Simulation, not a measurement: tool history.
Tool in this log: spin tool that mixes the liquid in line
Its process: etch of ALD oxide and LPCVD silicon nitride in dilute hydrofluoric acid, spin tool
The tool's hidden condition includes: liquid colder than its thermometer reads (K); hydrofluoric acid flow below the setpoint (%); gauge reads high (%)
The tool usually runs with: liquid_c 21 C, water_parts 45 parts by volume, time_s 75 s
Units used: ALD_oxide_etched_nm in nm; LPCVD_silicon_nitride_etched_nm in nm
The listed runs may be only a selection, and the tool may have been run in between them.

run   hour  liquid_c  water_parts  time_s  wafers since the last listed run  hours since the thermometer was replaced  hours since the hydrofluoric acid flow meter was replaced  hours since the gauge calibration  read-back film thickness of the ALD oxide reference wafer, read on the same gauge (nm)  read-back film thickness of the LPCVD silicon nitride reference wafer, read on the same gauge (nm)  ALD_oxide_etched_nm  LPCVD_silicon_nitride_etched_nm
  1      0        21           45      75                                 0                                     227.4                                                      118.6                              567.2                                                                                   70.01                                                                                             100.027                16.52                            0.689
  2     22        23           45      65                               144                                     249.4                                                      140.6                              589.2                                                                                      70                                                                                             100.002                 15.4                            0.647
  3   56.4        17           65      75                               226                                     283.8                                                        175                              623.6                                                                                      70                                                                                              99.977                 9.48                            0.358
  4   81.8      22.5           65      50                               167                                     309.2                                                      200.4                                649                                                                                      70                                                                                              99.991                 7.92                            0.356
  5   97.4        25           55      60                               102                                     324.8                                                        216                              664.6                                                                                   69.99                                                                                              99.987                12.75                            0.611
  6  122.5      23.5           55      75                               165                                     349.9                                                      241.1                              689.7                                                                                   70.01                                                                                             100.007                14.73                              0.7
  7  211.2      22.5           25     100                               583                                     438.6                                                      329.8                              778.4                                                                                   70.01                                                                                                 100                43.74                            1.862
  8  239.2      23.5           45      55                               184                                     466.6                                                      357.8                              806.4                                                                                      70                                                                                              99.999                13.66                            0.616
  9  255.9      22.5           45     110                               109                                     483.3                                                      374.5                              823.1                                                                                   70.01                                                                                                 100                25.96                            1.185
 10  274.5        21           40      75                               122                                     501.9                                                      393.1                              841.7                                                                                   70.01                                                                                              99.978                18.65                            0.721
 11  288.8        17           45      75                                94                                     516.2                                                      407.4                                856                                                                                   69.99                                                                                              99.995                13.83                            0.536
 12  301.2        18           40     100                                81                                     528.6                                                      419.8                              868.4                                                                                      70                                                                                              99.994                21.97                             0.85
 13  334.3        17           50      75                               217                                     561.7                                                      452.9                              901.5                                                                                      70                                                                                              99.987                12.55                            0.474
 14  356.5        21           45      75                               146                                     583.9                                                      475.1                              923.7                                                                                   70.01                                                                                             100.012                16.57                            0.681
 15  384.2      17.5           45     100                               182                                     611.6                                                      502.8                              951.4                                                                                   69.99                                                                                              99.993                18.98                            0.626
 16  409.8      17.5           45     100                               168                                     637.2                                                      528.4                                977                                                                                   70.01                                                                                              99.998                18.97                            0.636
 17  427.7        23           65      35                               117                                     655.1                                                      546.3                              994.9                                                                                   70.01                                                                                             100.006                 5.67                            0.247
     430.7  -- gauge calibrated
 18  445.7        21           45      75                               118                                     673.1                                                      564.3                                 15                                                                                   69.98                                                                                             100.015                 16.6                            0.687
 19    475        18           60      50                               192                                     702.4                                                      593.6                               44.3                                                                                   69.98                                                                                             100.011                 7.17                            0.281
 20  498.8        17           25      65                               156                                     726.2                                                      617.4                               68.1                                                                                      70                                                                                                 100                22.11                            0.769
 21  531.3        17           60     100                               213                                     758.7                                                      649.9                              100.6                                                                                   69.99                                                                                              99.996                13.61                            0.509
 22  567.2        21           30      75                               236                                     794.6                                                      685.8                              136.5                                                                                   69.99                                                                                              99.989                 25.1                            1.094
 23  602.5      19.5           30      75                               232                                     829.9                                                      721.1                              171.8                                                                                      70                                                                                             100.005                 23.7                            0.914
 24  687.2      18.5           60     110                               557                                     914.6                                                      805.8                              256.5                                                                                      70                                                                                              99.987                16.16                            0.644
 25  711.1      24.5           60     110                               157                                     938.5                                                      829.7                              280.4                                                                                      70                                                                                             100.011                20.72                            0.951

Each row is a separate what-if for the run after 25, all from the same tool condition, not one after another. Results?
  A  711.5        21           45      75                                 2                                     938.9                                                      830.1                              280.8                                                                                       ?                                                                                                   ?                    ?                                ?
  B  711.5        21           55      75                                 2                                     938.9                                                      830.1                              280.8                                                                                       ?                                                                                                   ?                    ?                                ?
  C  711.5        21           35      40                                 2                                     938.9                                                      830.1                              280.8                                                                                       ?                                                                                                   ?                    ?                                ?
  D  711.5        21           30     105                                 2                                     938.9                                                      830.1                              280.8                                                                                       ?                                                                                                   ?                    ?                                ?
  E  711.5        17           55      75                                 2                                     938.9                                                      830.1                              280.8                                                                                       ?                                                                                                   ?                    ?                                ?

run  read-back film thickness of the ALD oxide reference wafer, read on the same gauge (nm)  read-back film thickness of the LPCVD silicon nitride reference wafer, read on the same gauge (nm)  ALD_oxide_etched_nm  LPCVD_silicon_nitride_etched_nm
  A                                                                                      70                                                                                             100.008                16.69                            0.699
  B                                                                                      70                                                                                             100.008                13.49                            0.575
  C                                                                                      70                                                                                             100.008                11.59                            0.476
  D                                                                                      70                                                                                             100.008                 35.7                            1.449
  E                                                                                      70                                                                                             100.008                11.37                            0.435
Without the tool's hidden state the same runs would have given:
run  ALD_oxide_etched_nm  LPCVD_silicon_nitride_etched_nm
  A                16.69                            0.699
  B                13.49                            0.575
  C                11.59                            0.476
  D                 35.7                            1.449
  E                11.37                            0.435
